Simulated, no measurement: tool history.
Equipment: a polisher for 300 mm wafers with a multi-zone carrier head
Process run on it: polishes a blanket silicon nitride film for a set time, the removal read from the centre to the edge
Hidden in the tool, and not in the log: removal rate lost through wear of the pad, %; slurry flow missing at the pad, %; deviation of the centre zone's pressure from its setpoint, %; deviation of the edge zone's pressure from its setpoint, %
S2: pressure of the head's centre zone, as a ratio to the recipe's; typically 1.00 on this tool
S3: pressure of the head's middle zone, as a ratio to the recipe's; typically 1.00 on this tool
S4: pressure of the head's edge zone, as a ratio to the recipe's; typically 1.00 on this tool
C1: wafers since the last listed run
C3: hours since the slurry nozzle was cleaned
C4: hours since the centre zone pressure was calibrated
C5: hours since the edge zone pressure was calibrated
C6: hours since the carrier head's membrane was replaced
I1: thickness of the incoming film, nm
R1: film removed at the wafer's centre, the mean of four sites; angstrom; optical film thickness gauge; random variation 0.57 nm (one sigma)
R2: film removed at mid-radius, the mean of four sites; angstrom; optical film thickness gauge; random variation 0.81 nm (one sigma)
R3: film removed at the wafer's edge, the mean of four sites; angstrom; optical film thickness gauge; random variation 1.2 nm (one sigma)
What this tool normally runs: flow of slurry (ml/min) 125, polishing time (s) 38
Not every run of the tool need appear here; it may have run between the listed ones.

Run 1, hour 0.0: usual settings but S2 1.07, S3 1.09; C1 0; wafers polished on this pad 374; C3 360.7; C4 1056.0; C5 51.5; C6 583.3; I1 928.7. Result: R1 923 angstrom, R2 934 angstrom, R3 833 angstrom.
Run 2, hour 11.2: usual settings but S3 0.91; C1 181; wafers polished on this pad 555; C3 371.9; C4 1067.2; C5 62.7; C6 594.5; I1 930.8. Result: R1 847 angstrom, R2 804 angstrom, R3 846 angstrom.
Run 3, hour 28.0: usual settings but S3 0.91; C1 272; wafers polished on this pad 827; C3 388.7; C4 1084.0; C5 79.5; C6 611.3; I1 925.1. Result: R1 829 angstrom, R2 790 angstrom, R3 855 angstrom.
Run 4, hour 37.3: usual settings but S2 1.06; C1 150; wafers polished on this pad 978; C3 398.0; C4 1093.3; C5 88.8; C6 620.6; I1 936.3. Result: R1 879 angstrom, R2 858 angstrom, R3 857 angstrom.
Run 5, hour 50.6: usual settings but polishing time (s) 28; C1 215; wafers polished on this pad 1194; C3 411.3; C4 1106.6; C5 102.1; C6 633.9; I1 909.1. Result: R1 608 angstrom, R2 632 angstrom, R3 615 angstrom.
Run 6, hour 67.4: usual settings but flow of slurry (ml/min) 145, S3 0.95; C1 272; wafers polished on this pad 1466; C3 428.1; C4 1123.4; C5 118.9; C6 650.7; I1 935.4. Result: R1 838 angstrom, R2 825 angstrom, R3 823 angstrom.
At hour 75.8: worn pad replaced by a new one.
Run 7, hour 78.9: usual settings but flow of slurry (ml/min) 110, S2 0.95, S3 1.08; C1 121; wafers polished on this pad 49; C3 439.6; C4 1134.9; C5 130.4; C6 662.2; I1 920.3. Result: R1 797 angstrom, R2 919 angstrom, R3 841 angstrom.
At hour 88.8: carrier head's membrane replaced by a new one.
Run 8, hour 107.1: usual settings but polishing time (s) 29; C1 375; wafers polished on this pad 425; C3 467.8; C4 1163.1; C5 158.6; C6 18.3; I1 920.9. Result: R1 644 angstrom, R2 680 angstrom, R3 637 angstrom.
Run 9, hour 120.9: usual settings but flow of slurry (ml/min) 95, S2 0.89, S3 1.10; C1 223; wafers polished on this pad 649; C3 481.6; C4 1176.9; C5 172.4; C6 32.1; I1 938.0. Result: R1 698 angstrom, R2 869 angstrom, R3 804 angstrom.
Run 10, hour 138.6: usual settings; C1 286; wafers polished on this pad 936; C3 499.3; C4 1194.6; C5 190.1; C6 49.8; I1 913.0. Result: R1 829 angstrom, R2 855 angstrom, R3 812 angstrom.
Run 11, hour 151.9: usual settings but S2 0.91, polishing time (s) 50; C1 215; wafers polished on this pad 1151; C3 512.6; C4 1207.9; C5 203.4; C6 63.1; I1 939.3. Result: R1 995 angstrom, R2 1138 angstrom, R3 1066 angstrom.
Run 12, hour 164.9: usual settings but S2 1.08, S3 0.96, polishing time (s) 26; C1 210; wafers polished on this pad 1362; C3 525.6; C4 1220.9; C5 216.4; C6 76.1; I1 927.8. Result: R1 601 angstrom, R2 561 angstrom, R3 555 angstrom.
Run 13, hour 173.6: usual settings but polishing time (s) 45; C1 140; wafers polished on this pad 1503; C3 534.3; C4 1229.6; C5 225.1; C6 84.8; I1 926.4. Result: R1 958 angstrom, R2 1001 angstrom, R3 964 angstrom.
Run 14, hour 183.6: usual settings but S2 1.06, S4 0.96, polishing time (s) 50; C1 162; wafers polished on this pad 1665; C3 544.3; C4 1239.6; C5 235.1; C6 94.8; I1 922.0. Result: R1 1124 angstrom, R2 1096 angstrom, R3 1060 angstrom.
At hour 188.7: slurry nozzle cleaned.
Run 15, hour 190.1: usual settings but flow of slurry (ml/min) 170, S2 0.90, S3 1.06, polishing time (s) 46; C1 89; wafers polished on this pad 1754; C3 1.4; C4 1246.1; C5 241.6; C6 101.3; I1 928.5. Result: R1 933 angstrom, R2 1126 angstrom, R3 1008 angstrom.
At hour 204.2: worn pad replaced by a new one.
At hour 220.6: centre zone pressure recalibrated.
Run 16, hour 240.7: usual settings but flow of slurry (ml/min) 165; C1 722; wafers polished on this pad 559; C3 52.0; C4 20.1; C5 292.2; C6 151.9; I1 930.4. Result: R1 908 angstrom, R2 915 angstrom, R3 873 angstrom.
Run 17, hour 252.7: usual settings; C1 194; wafers polished on this pad 754; C3 64.0; C4 32.1; C5 304.2; C6 163.9; I1 923.9. Result: R1 841 angstrom, R2 869 angstrom, R3 843 angstrom.
Run 18, hour 262.7: usual settings but S3 1.08, S4 1.09; C1 162; wafers polished on this pad 916; C3 74.0; C4 42.1; C5 314.2; C6 173.9; I1 936.9. Result: R1 850 angstrom, R2 910 angstrom, R3 873 angstrom.
Run 19, hour 279.3: usual settings but flow of slurry (ml/min) 150, polishing time (s) 32; C1 268; wafers polished on this pad 1185; C3 90.6; C4 58.7; C5 330.8; C6 190.5; I1 923.9. Result: R1 732 angstrom, R2 731 angstrom, R3 722 angstrom.
Run 20, hour 288.2: usual settings but flow of slurry (ml/min) 85, S2 1.11, S4 0.92, polishing time (s) 45; C1 144; wafers polished on this pad 1329; C3 99.5; C4 67.6; C5 339.7; C6 199.4; I1 937.8. Result: R1 994 angstrom, R2 936 angstrom, R3 901 angstrom.
Run 21, hour 302.1: usual settings; C1 225; wafers polished on this pad 1554; C3 113.4; C4 81.5; C5 353.6; C6 213.3; I1 944.0. Result: R1 813 angstrom, R2 852 angstrom, R3 822 angstrom.
At hour 318.1: worn pad replaced by a new one.
Run 22, hour 337.0: usual settings but S4 1.04; C1 500; wafers polished on this pad 306; C3 148.3; C4 116.4; C5 388.5; C6 248.2; I1 919.8. Result: R1 854 angstrom, R2 876 angstrom, R3 855 angstrom.
Run 23, hour 347.7: usual settings but flow of slurry (ml/min) 90, S3 1.08, polishing time (s) 28; C1 173; wafers polished on this pad 480; C3 159.0; C4 127.1; C5 399.2; C6 258.9; I1 919.6. Result: R1 576 angstrom, R2 636 angstrom, R3 594 angstrom.

Hidden state, per run?
slurry flow missing at the pad, %: 0 on each run
deviation of the centre zone's pressure from its setpoint, %: 0 on each run
deviation of the edge zone's pressure from its setpoint, %: 0 on each run
H1: removal rate lost through wear of the pad, %
run    H1
  1  2.71
  2   3.3
  3  4.19
  4  4.68
  5  5.38
  6  6.27
  7  1.45
  8  2.94
  9  3.67
 10   4.6
 11   5.3
 12  5.99
 13  6.45
 14  6.98
 15  7.32
 16  2.46
 17  3.09
 18  3.62
 19   4.5
 20  4.97
 21   5.7
 22  2.26
 23  2.83

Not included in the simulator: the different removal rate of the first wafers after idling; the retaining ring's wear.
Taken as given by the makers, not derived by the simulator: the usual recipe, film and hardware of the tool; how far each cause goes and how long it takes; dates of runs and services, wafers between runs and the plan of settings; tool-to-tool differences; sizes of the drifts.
